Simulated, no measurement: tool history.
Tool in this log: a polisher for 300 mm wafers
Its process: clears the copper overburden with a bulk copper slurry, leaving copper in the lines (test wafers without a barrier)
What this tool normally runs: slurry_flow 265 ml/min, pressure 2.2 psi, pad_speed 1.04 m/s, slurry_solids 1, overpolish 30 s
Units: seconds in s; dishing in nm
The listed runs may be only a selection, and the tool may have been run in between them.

run    hour  slurry_flow  pressure  pad_speed  slurry_solids  overpolish  wafers since the last listed run  wafers polished on this pad  hours since the slurry nozzle was cleaned  hours since the head pressure was calibrated  hours since the slurry blender was calibrated  incoming thickness of the incoming film, nm  seconds  dishing
  1       0          265       2.2       1.04              1          30                                 0                          432                                      393.1                                         431.7                                          211.2                                        895.9    130.1    101.3
         11  -- slurry blender recalibrated
  2    65.3          265       2.2       1.04              1          30                               578                         1011                                      458.4                                           497                                           54.3                                        927.8    134.4    100.6
  3     114          265       2.2       1.04              1          30                               445                         1456                                      507.1                                         545.7                                            103                                        917.8    131.9     96.6
  4   159.5          265       2.2       1.04              1          30                               416                         1872                                      552.6                                         591.2                                          148.5                                          912    136.7     95.3
      201.8  -- worn pad replaced by a new one
      240.9  -- slurry blender recalibrated
  5   314.6          265       2.2       1.04              1          30                              1363                         1013                                      707.7                                         746.3                                           73.7                                        899.7    128.6      103
  6   359.1          265       2.2       1.04              1          30                               406                         1420                                      752.2                                         790.8                                          118.2                                        906.7    132.9     97.8
  7   384.7          265       2.2       1.04            1.2          30                               234                         1654                                      777.8                                         816.4                                          143.8                                        902.5    127.4    101.1
      420.1  -- slurry nozzle cleaned
      420.1  -- head pressure recalibrated
  8     438          265       2.2       1.04            1.2          30                               478                         2132                                       17.9                                          17.9                                          197.1                                          916    138.3     98.7
      463.7  -- slurry blender recalibrated
      479.5  -- worn pad replaced by a new one
  9   503.9          265       2.2       1.04            1.2          30                               547                          222                                       83.8                                          83.8                                           40.2                                        900.5    124.3    103.6
 10   552.8          265       2.2       1.04              1          30                               447                          670                                      132.7                                         132.7                                           89.1                                        924.6    128.3    102.1
 11   592.4          265       2.2       1.04              1          30                               362                         1032                                      172.3                                         172.3                                          128.7                                        925.1    134.1     98.3
 12   654.1          265       2.8       1.04              1          30                               564                         1596                                        234                                           234                                          190.4                                        910.8    108.8    112.6
 13   688.6          265       2.2       1.04              1          30                               315                         1911                                      268.5                                         268.5                                          224.9                                        899.2    137.7     96.4
      740.9  -- worn pad replaced by a new one
      750.8  -- slurry blender recalibrated
 14   751.3          265       2.2       1.04              1          30                               518                           76                                      331.2                                         331.2                                            0.5                                        929.7    131.5    100.2
 15   804.7          265       2.2       1.04              1          30                               488                          564                                      384.6                                         384.6                                           53.9                                        916.8    130.3    102.5
 16   858.4          310       2.2       1.04            1.2          30                               491                         1055                                      438.3                                         438.3                                          107.6                                        912.8      125    103.8
 17   943.7          235       2.2       1.04           1.25          30                               779                         1835                                      523.6                                         523.6                                          192.9                                        900.4    128.3     98.3
      979.3  -- worn pad replaced by a new one
        982  -- slurry blender recalibrated
 18   998.9          180       2.2       1.04              1          30                               449                          161                                      578.8                                         578.8                                           16.9                                        928.8    134.8     99.4
 19  1063.6          265       2.2       1.04              1          30                               591                          752                                      643.5                                         643.5                                           81.6                                        917.4    129.2    101.4
 20  1113.6          265       2.2       0.84              1          30                               457                         1210                                      693.5                                         693.5                                          131.6                                        912.8    164.3     89.1
 21  1152.4          325       1.7       1.04            1.2          19                               354                         1564                                      732.3                                         732.3                                          170.4                                        911.2    160.5     62.2
 22  1193.2          295       2.2       1.04              1          30                               373                         1937                                      773.1                                         773.1                                          211.2                                        920.4    135.8     98.4
 23  1225.2          290       2.2       1.04           1.15          30                               292                         2230                                      805.1                                         805.1                                          243.2                                        913.9      142     97.9
     1240.1  -- worn pad replaced by a new one
     1242.3  -- slurry blender recalibrated
     1243.7  -- slurry nozzle cleaned
 24  1267.6          265       2.2       1.04            0.8          43                               323                          224                                       23.9                                         847.5                                           25.3                                        906.7    131.6    119.3

For each run, the measured value with the value that run would have given without the tool's hidden condition subtracted. The run-to-run variation is shared by both, the gauge scatter possibly not:
What the log doesn't record here: removal rate lost through wear of the pad, %; slurry flow missing at the pad, %; deviation of the head's pressure from its setpoint, %; abrasive missing from the slurry, %.
run  seconds  dishing
  1     +1.7     -0.7
  2     +4.4     -1.8
  3     +7.6     -3.3
  4    +12.1     -5.1
  5     +4.1     -1.9
  6     +7.1       -3
  7     +8.9     -4.1
  8    +15.4     -6.7
  9       +2     -0.9
 10     +3.2     -1.5
 11     +5.2     -2.1
 12     +7.9     -4.3
 13    +13.4     -5.7
 14     +1.2     -0.5
 15     +2.2       -1
 16     +4.4       -2
 17      +11       -5
 18     +0.4     -0.2
 19       +2     -0.9
 20     +5.9       -2
 21     +9.4     -2.7
 22    +11.9     -5.2
 23    +16.3     -6.9
 24     +0.3     -0.1
